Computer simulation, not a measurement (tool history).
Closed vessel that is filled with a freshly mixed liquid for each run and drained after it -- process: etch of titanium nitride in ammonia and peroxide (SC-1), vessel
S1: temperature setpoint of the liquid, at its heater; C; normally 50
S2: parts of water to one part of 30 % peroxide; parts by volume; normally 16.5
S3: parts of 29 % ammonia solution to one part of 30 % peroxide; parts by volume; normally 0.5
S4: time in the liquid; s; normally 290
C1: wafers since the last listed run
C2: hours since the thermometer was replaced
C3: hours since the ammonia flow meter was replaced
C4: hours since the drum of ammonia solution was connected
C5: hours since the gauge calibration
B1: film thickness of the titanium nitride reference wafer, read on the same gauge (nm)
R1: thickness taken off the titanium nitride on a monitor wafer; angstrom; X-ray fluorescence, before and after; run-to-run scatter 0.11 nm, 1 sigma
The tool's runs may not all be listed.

run,hour,S1,S2,S3,S4,C1,C2,C3,C4,C5,B1,R1
1,0,50,16.5,0.5,175,0,1435.6,146.5,526.9,37.5,60,121.7
2,46.4,50,16.5,0.5,175,5232,1482,192.9,573.3,83.9,60,122.9
# hour 63.2: new drum of ammonia solution connected
3,80.7,50,16.5,0.5,175,3755,1516.3,227.2,17.5,118.2,60.04,122.6
4,148.3,50,11,0.5,155,7623,1583.9,294.8,85.1,185.8,60.04,134.5
5,193.9,50,16.5,0.5,400,5142,1629.5,340.4,130.7,231.4,59.98,280.4
6,230.7,44.5,24,0.5,445,4150,1666.3,377.2,167.5,268.2,60.01,171
7,274.5,50,16.5,0.7,400,4939,1710.1,421,211.3,312,60,297.5
8,340.9,50,12.5,0.65,225,7488,1776.5,487.4,277.7,378.4,60.02,190.8
# hour 354.9: ammonia flow meter replaced
9,410.5,47,16.5,0.4,290,7736,1846.1,55.6,347.3,448,60.01,157.7
10,467,42.5,16.5,0.65,290,6371,1902.6,112.1,403.8,504.5,59.99,125.6
11,532.9,50,16.5,0.5,290,7431,1968.5,178,469.7,570.4,60.04,204.2
12,565,50,16.5,0.6,290,3620,2000.6,210.1,501.8,602.5,59.99,210.1
13,620.9,50,16.5,0.25,135,6304,2056.5,266,557.7,658.4,60.01,83.4
14,660.8,46.5,16.5,0.5,290,4499,2096.4,305.9,597.6,698.3,60.01,160.8
# hour 664.4: new drum of ammonia solution connected
15,699.6,44,14,0.35,340,4262,2135.2,344.7,35.2,737.1,60,161.6
16,755.2,50,16.5,0.4,290,6270,2190.8,400.3,90.8,792.7,60.04,198.2
# hour 772.2: thermometer replaced
17,838.4,58,16.5,0.5,290,9270,66.2,483.5,174,875.9,60.01,337.6
18,870.8,50,16.5,0.3,175,3653,98.6,515.9,206.4,908.3,59.98,106.6
# hour 888.4: ammonia flow meter replaced
19,922.2,50,11.5,0.3,290,5683,150,33.8,257.8,959.7,59.96,218.4
20,955.5,50,16.5,0.5,290,3755,183.3,67.1,291.1,993,60,196.1
21,985.9,50,16.5,0.5,290,3428,213.7,97.5,321.5,1023.4,60.03,197.1
22,1054.3,50,16.5,0.5,290,7713,282.1,165.9,389.9,1091.8,60,197
23,1103.8,55.5,24.5,0.6,220,5582,331.6,215.4,439.4,1141.3,60.01,181.4
24,1132.7,43,16.5,0.55,290,3259,360.5,244.3,468.3,1170.2,60,121.9

Run 25 is up next; what results do you expect?
25,1180,57.5,16.5,0.6,225,5334,407.8,291.6,515.6,1217.5,?,?

{"run 25": {"B1": 60.01, "R1": 262.7}}
If the tool had no hidden condition, the same run with the same run-to-run variation would have returned R1 259.9 angstrom.
